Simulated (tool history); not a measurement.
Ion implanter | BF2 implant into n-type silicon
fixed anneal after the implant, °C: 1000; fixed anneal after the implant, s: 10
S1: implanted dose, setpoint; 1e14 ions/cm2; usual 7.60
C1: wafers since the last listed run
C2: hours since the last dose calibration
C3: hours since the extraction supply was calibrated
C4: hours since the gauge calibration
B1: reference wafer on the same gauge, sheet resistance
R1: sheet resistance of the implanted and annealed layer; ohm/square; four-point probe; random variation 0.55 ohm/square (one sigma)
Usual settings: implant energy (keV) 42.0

Run 1, hour 0.0: usual settings but implant energy (keV) 30.5; C1 0; C2 817.9; C3 2936.1; C4 452.0; B1 129.97. Result: R1 181.52 ohm/square.
Run 2, hour 55.0: usual settings but implant energy (keV) 30.5; C1 1165; C2 872.9; C3 2991.1; C4 507.0; B1 130.03. Result: R1 181.88 ohm/square.
Run 3, hour 111.1: usual settings; C1 1189; C2 929.0; C3 3047.2; C4 563.1; B1 129.97. Result: R1 164.99 ohm/square.
Run 4, hour 167.8: usual settings but implant energy (keV) 33.0; C1 1201; C2 985.7; C3 3103.9; C4 619.8; B1 130.08. Result: R1 176.43 ohm/square.
Run 5, hour 206.8: usual settings but implant energy (keV) 33.0; C1 826; C2 1024.7; C3 3142.9; C4 658.8; B1 129.97. Result: R1 176.22 ohm/square.
At hour 325.9: gauge calibrated.
Run 6, hour 492.0: usual settings; C1 6044; C2 1309.9; C3 3428.1; C4 166.1; B1 130.11. Result: R1 165.35 ohm/square.
Run 7, hour 537.2: usual settings; C1 958; C2 1355.1; C3 3473.3; C4 211.3; B1 129.87. Result: R1 164.78 ohm/square.
At hour 555.7: extraction supply calibrated.
Run 8, hour 607.6: usual settings but S1 5.75 1e14 ions/cm2, implant energy (keV) 50.0; C1 1322; C2 1425.5; C3 51.9; C4 281.7; B1 129.91. Result: R1 198.73 ohm/square.
Run 9, hour 680.4: usual settings but S1 5.42 1e14 ions/cm2, implant energy (keV) 54.0; C1 1542; C2 1498.3; C3 124.7; C4 354.5; B1 130.07. Result: R1 206.37 ohm/square.
At hour 714.6: Faraday cup replaced and dose calibrated.
Run 10, hour 768.0: usual settings but S1 8.39 1e14 ions/cm2, implant energy (keV) 55.0; C1 1687; C2 53.4; C3 212.3; C4 442.1; B1 130.00. Result: R1 142.34 ohm/square.
Run 11, hour 866.4: usual settings but S1 6.55 1e14 ions/cm2, implant energy (keV) 36.5; C1 2085; C2 151.8; C3 310.7; C4 540.5; B1 129.88. Result: R1 183.91 ohm/square.
Run 12, hour 944.0: usual settings; C1 1644; C2 229.4; C3 388.3; C4 618.1; B1 130.13. Result: R1 161.48 ohm/square.
At hour 970.8: gauge calibrated.
Run 13, hour 1007.2: usual settings but S1 6.70 1e14 ions/cm2, implant energy (keV) 49.0; C1 1339; C2 292.6; C3 451.5; C4 36.4; B1 130.06. Result: R1 171.35 ohm/square.
Run 14, hour 1056.4: usual settings but S1 9.09 1e14 ions/cm2; C1 1042; C2 341.8; C3 500.7; C4 85.6; B1 130.10. Result: R1 146.69 ohm/square.

3 ways to go on from here, each from the tool as it stands after run 14. What would each give?
Run A, hour 1056.8: usual settings but implant energy (keV) 34.5; C1 8; C2 342.2; C3 501.1; C4 86.0; B1 ?. Result: R1 ?.
Run B, hour 1056.8: usual settings but S1 8.38 1e14 ions/cm2, implant energy (keV) 35.0; C1 8; C2 342.2; C3 501.1; C4 86.0; B1 ?. Result: R1 ?.
Run C, hour 1056.8: usual settings but S1 8.27 1e14 ions/cm2, implant energy (keV) 32.5; C1 8; C2 342.2; C3 501.1; C4 86.0; B1 ?. Result: R1 ?.

run      B1      R1
  A  130.00  172.76
  B  130.00  163.59
  C  130.00  169.31
Without the tool's hidden state the same runs would have given:
run      R1
  A  171.36
  B  162.40
  C  168.14
